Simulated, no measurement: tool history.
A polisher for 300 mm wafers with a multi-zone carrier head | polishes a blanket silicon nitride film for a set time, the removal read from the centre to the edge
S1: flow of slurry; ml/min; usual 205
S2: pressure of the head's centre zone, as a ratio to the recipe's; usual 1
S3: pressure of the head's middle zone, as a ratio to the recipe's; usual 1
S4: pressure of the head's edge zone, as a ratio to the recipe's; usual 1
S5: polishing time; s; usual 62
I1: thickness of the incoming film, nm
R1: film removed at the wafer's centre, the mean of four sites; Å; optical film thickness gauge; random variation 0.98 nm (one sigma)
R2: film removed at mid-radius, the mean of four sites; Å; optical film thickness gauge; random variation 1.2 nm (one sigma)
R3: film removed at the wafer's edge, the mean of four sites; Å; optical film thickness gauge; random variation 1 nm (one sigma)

run 1 hour=0 | S1=240 S2=1 S3=1 S4=1 S5=62 | I1=881.5 | R1=1314 R2=1257 R3=1262
run 2 hour=15.9 | S1=205 S2=1 S3=1 S4=1 S5=62 | I1=892.1 | R1=1289 R2=1229 R3=1239
run 3 hour=22.6 | S1=205 S2=0.97 S3=1 S4=0.92 S5=62 | I1=883.1 | R1=1255 R2=1247 R3=1193
run 4 hour=33.9 | S1=205 S2=1 S3=1 S4=1 S5=62 | I1=886.1 | R1=1271 R2=1256 R3=1236
-- hour=39.6 worn pad replaced by a new one, repeated, since the last time left the tool worse
run 5 hour=44.7 | S1=165 S2=1 S3=1 S4=1 S5=62 | I1=901.3 | R1=1403 R2=1346 R3=1378
run 6 hour=50.8 | S1=205 S2=0.89 S3=1.04 S4=1 S5=62 | I1=900.1 | R1=1302 R2=1437 R3=1384
run 7 hour=57.7 | S1=205 S2=1 S3=1 S4=1 S5=62 | I1=900.6 | R1=1407 R2=1385 R3=1384
run 8 hour=64.3 | S1=205 S2=0.93 S3=1.11 S4=1.05 S5=62 | I1=891.9 | R1=1345 R2=1473 R3=1390
run 9 hour=77.5 | S1=205 S2=1 S3=0.93 S4=1.08 S5=62 | I1=889 | R1=1396 R2=1261 R3=1421
run 10 hour=89.8 | S1=155 S2=1.07 S3=1 S4=1.04 S5=62 | I1=892.9 | R1=1418 R2=1304 R3=1349
run 11 hour=105.3 | S1=255 S2=1 S3=1 S4=0.94 S5=62 | I1=906.9 | R1=1414 R2=1367 R3=1337
-- hour=121.4 worn pad replaced by a new one
run 12 hour=121.9 | S1=155 S2=1 S3=1 S4=1 S5=62 | I1=901.2 | R1=1414 R2=1377 R3=1390
-- hour=127.1 centre zone pressure recalibrated
-- hour=130.8 edge zone pressure recalibrated
-- hour=135.5 carrier head's membrane replaced by a new one
run 13 hour=136.6 | S1=205 S2=1 S3=1 S4=1 S5=62 | I1=900.8 | R1=1438 R2=1359 R3=1411
run 14 hour=151.6 | S1=175 S2=1.11 S3=0.95 S4=0.96 S5=62 | I1=877 | R1=1500 R2=1307 R3=1350
run 15 hour=167.5 | S1=175 S2=1 S3=1 S4=1 S5=83 | I1=892.8 | R1=1857 R2=1783 R3=1829
run 16 hour=182.5 | S1=205 S2=1 S3=1 S4=1 S5=62 | I1=885.4 | R1=1406 R2=1346 R3=1352
run 17 hour=196.9 | S1=205 S2=0.96 S3=1 S4=1 S5=47 | I1=880.4 | R1=1034 R2=1010 R3=1028
-- hour=201.5 worn pad replaced by a new one
run 18 hour=209.9 | S1=205 S2=0.92 S3=1 S4=1 S5=62 | I1=878.3 | R1=1364 R2=1402 R3=1424
run 19 hour=222.4 | S1=205 S2=1 S3=1 S4=1 S5=62 | I1=898.1 | R1=1437 R2=1368 R3=1407
run 20 hour=228.6 | S1=205 S2=1 S3=1 S4=0.89 S5=62 | I1=876.3 | R1=1419 R2=1379 R3=1308
run 21 hour=241.1 | S1=175 S2=1 S3=1 S4=1 S5=62 | I1=890.8 | R1=1390 R2=1348 R3=1352

Forecast each of these 5 alternatives for the next run:
run A hour=241.5 | S1=205 S2=1 S3=1.07 S4=1 S5=62 | I1=883.5 | R1=? R2=? R3=?
run B hour=241.5 | S1=205 S2=1 S3=1.07 S4=1 S5=72 | I1=883.5 | R1=? R2=? R3=?
run C hour=241.5 | S1=205 S2=1.08 S3=1 S4=1 S5=62 | I1=883.5 | R1=? R2=? R3=?
run D hour=241.5 | S1=250 S2=0.89 S3=0.94 S4=1 S5=73 | I1=883.5 | R1=? R2=? R3=?
run E hour=241.5 | S1=180 S2=1 S3=1.07 S4=1.11 S5=40 | I1=883.5 | R1=? R2=? R3=?

run=A R1=1428 R2=1431 R3=1374
run=B R1=1658 R2=1662 R3=1596
run=C R1=1511 R2=1351 R3=1375
run=D R1=1581 R2=1544 R3=1647
run=E R1=905 R2=909 R3=923
Without the tool's hidden state the same runs would have given:
run=A R1=1486 R2=1490 R3=1430
run=B R1=1726 R2=1731 R3=1661
run=C R1=1573 R2=1407 R3=1432
run=D R1=1646 R2=1608 R3=1715
run=E R1=942 R2=946 R3=961

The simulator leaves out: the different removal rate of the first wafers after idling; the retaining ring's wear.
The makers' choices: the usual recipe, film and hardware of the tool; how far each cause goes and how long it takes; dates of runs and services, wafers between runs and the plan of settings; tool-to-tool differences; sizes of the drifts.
